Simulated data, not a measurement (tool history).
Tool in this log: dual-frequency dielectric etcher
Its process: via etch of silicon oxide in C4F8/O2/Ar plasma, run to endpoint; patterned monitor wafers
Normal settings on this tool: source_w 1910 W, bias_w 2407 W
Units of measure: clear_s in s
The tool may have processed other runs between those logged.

| run | hour | source_w | bias_w | wafers since the last listed run | hours since the last wet clean | hours since the last source power generator calibration | hours since the last bias power generator calibration | hours since the last upper electrode change | incoming incoming film thickness, nm | clear_s |
|---|---|---|---|---|---|---|---|---|---|---|
| 1 | 0.0 | 1910 | 2407 | 0 | 313.9 | 2489.5 | 1209.3 | 4404.6 | 1146.4 | 224.9 |
| 2 | 56.5 | 1910 | 2407 | 267 | 370.4 | 2546.0 | 1265.8 | 4461.1 | 1129.3 | 225.3 |
| 3 | 105.5 | 1910 | 2407 | 232 | 419.4 | 2595.0 | 1314.8 | 4510.1 | 1144.3 | 224.7 |
| 4 | 131.1 | 1910 | 2407 | 121 | 445.0 | 2620.6 | 1340.4 | 4535.7 | 1144.4 | 228.9 |
| 5 | 178.9 | 1910 | 2407 | 226 | 492.8 | 2668.4 | 1388.2 | 4583.5 | 1140.0 | 228.4 |
| 6 | 239.8 | 1910 | 2407 | 288 | 553.7 | 2729.3 | 1449.1 | 4644.4 | 1139.7 | 231.5 |
|  | 274.5 | wet clean of the chamber |
| 7 | 276.1 | 2080 | 2407 | 58 | 1.6 | 2765.6 | 1485.4 | 4680.7 | 1139.6 | 212.0 |
|  | 330.2 | upper electrode replaced, of another model than before |
| 8 | 330.7 | 2080 | 2407 | 144 | 56.2 | 2820.2 | 1540.0 | 0.5 | 1131.5 | 210.0 |
|  | 346.7 | source power generator calibrated |
| 9 | 352.6 | 2080 | 2407 | 84 | 78.1 | 5.9 | 1561.9 | 22.4 | 1154.2 | 210.4 |
|  | 359.1 | bias power generator calibrated |
| 10 | 383.6 | 1540 | 2407 | 127 | 109.1 | 36.9 | 24.5 | 53.4 | 1137.9 | 236.0 |
| 11 | 453.2 | 1910 | 2407 | 329 | 178.7 | 106.5 | 94.1 | 123.0 | 1139.8 | 220.1 |
| 12 | 485.3 | 1600 | 2816 | 152 | 210.8 | 138.6 | 126.2 | 155.1 | 1136.9 | 217.2 |
| 13 | 527.6 | 1910 | 2407 | 200 | 253.1 | 180.9 | 168.5 | 197.4 | 1132.9 | 219.3 |
| 14 | 682.3 | 1680 | 2254 | 733 | 407.8 | 335.6 | 323.2 | 352.1 | 1136.9 | 244.4 |
| 15 | 723.7 | 2260 | 2784 | 196 | 449.2 | 377.0 | 364.6 | 393.5 | 1143.8 | 195.5 |
|  | 801.5 | wet clean of the chamber |
| 16 | 802.0 | 2260 | 2256 | 257 | 0.5 | 455.3 | 442.9 | 471.8 | 1146.5 | 212.7 |
| 17 | 829.8 | 1500 | 2175 | 131 | 28.3 | 483.1 | 470.7 | 499.6 | 1130.0 | 253.4 |
| 18 | 856.6 | 1450 | 2819 | 126 | 55.1 | 509.9 | 497.5 | 526.4 | 1161.4 | 231.9 |

What if the next run were any one of these 3? Each begins from the tool's condition after run 18:
| A | 857.1 | 2160 | 2407 | 2 | 55.6 | 510.4 | 498.0 | 526.9 | 1141.3 | ? |
| B | 857.1 | 1600 | 2407 | 2 | 55.6 | 510.4 | 498.0 | 526.9 | 1141.3 | ? |
| C | 857.1 | 2150 | 2073 | 2 | 55.6 | 510.4 | 498.0 | 526.9 | 1141.3 | ? |

| run | clear_s |
|---|---|
| A | 210.6 |
| B | 236.7 |
| C | 228.5 |
Had the tool no hidden state, the same runs would have come out as:
| run | clear_s |
|---|---|
| A | 208.0 |
| B | 233.8 |
| C | 225.6 |

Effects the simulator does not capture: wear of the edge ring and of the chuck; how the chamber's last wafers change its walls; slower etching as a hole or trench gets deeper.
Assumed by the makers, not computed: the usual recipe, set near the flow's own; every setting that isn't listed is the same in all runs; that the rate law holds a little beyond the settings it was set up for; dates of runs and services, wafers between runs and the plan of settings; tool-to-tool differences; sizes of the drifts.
